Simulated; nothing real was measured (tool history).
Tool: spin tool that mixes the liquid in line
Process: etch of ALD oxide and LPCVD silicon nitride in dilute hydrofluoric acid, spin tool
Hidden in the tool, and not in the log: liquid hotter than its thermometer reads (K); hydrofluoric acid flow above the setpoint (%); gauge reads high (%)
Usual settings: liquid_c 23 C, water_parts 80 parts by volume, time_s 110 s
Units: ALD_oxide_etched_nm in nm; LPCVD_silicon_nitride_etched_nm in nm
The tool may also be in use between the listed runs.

run   hour  liquid_c  water_parts  time_s  wafers since the last listed run  hours since the thermometer was replaced  hours since the hydrofluoric acid flow meter was replaced  hours since the gauge calibration  read-back film thickness of the ALD oxide reference wafer, read on the same gauge (nm)  read-back film thickness of the LPCVD silicon nitride reference wafer, read on the same gauge (nm)  ALD_oxide_etched_nm  LPCVD_silicon_nitride_etched_nm
  1      0        23           80     110                                 0                                    1818.4                                                     1869.8                                234                                                                                   80.01                                                                                              59.986                31.89                            0.736
  2   41.9        23           80     150                               362                                    1860.3                                                     1911.7                              275.9                                                                                   79.97                                                                                              60.021                43.82                             0.91
  3   67.6        23           80      85                               222                                      1886                                                     1937.4                              301.6                                                                                   79.99                                                                                              59.994                24.87                            0.539
  4  111.6        23           80      85                               381                                      1930                                                     1981.4                              345.6                                                                                   80.02                                                                                              60.013                24.79                            0.581
  5  160.5        23           80      85                               423                                    1978.9                                                     2030.3                              394.5                                                                                   79.98                                                                                               59.97                24.42                            0.617
  6  208.3        23           80     110                               414                                    2026.7                                                     2078.1                              442.3                                                                                   80.02                                                                                              60.026                32.33                             0.74
  7  259.2        23           80     110                               440                                    2077.6                                                       2129                              493.2                                                                                   79.96                                                                                              60.007                32.35                            0.813
  8  312.4        23           80     110                               460                                    2130.8                                                     2182.2                              546.4                                                                                      80                                                                                              59.994                32.55                            0.764
     325.9  -- hydrofluoric acid flow meter replaced
  9  336.8        27           80     170                               202                                    2155.2                                                       10.9                              570.8                                                                                      80                                                                                              59.978                51.84                            1.405
 10  371.4        23           80     110                               299                                    2189.8                                                       45.5                              605.4                                                                                   79.96                                                                                              60.031                27.94                             0.64
     392.1  -- gauge calibrated
 11  442.3        23           80     110                               614                                    2260.7                                                      116.4                               50.2                                                                                      80                                                                                              59.988                27.85                            0.635
 12    477        23          105      75                               300                                    2295.4                                                      151.1                               84.9                                                                                   79.96                                                                                              59.972                14.13                            0.367

Forecast run 13:
     514.5  -- thermometer replaced
 13  517.3        26           95      80                               340                                       2.8                                                      191.4                              125.2                                                                                       ?                                                                                                   ?                    ?                                ?

read-back film thickness of the ALD oxide reference wafer, read on the same gauge (nm): 80.04
read-back film thickness of the LPCVD silicon nitride reference wafer, read on the same gauge (nm): 59.981
ALD_oxide_etched_nm: 19.29 nm
LPCVD_silicon_nitride_etched_nm: 0.485 nm
Without the tool's hidden state the same run would have given ALD_oxide_etched_nm 18.96 nm, LPCVD_silicon_nitride_etched_nm 0.478 nm.
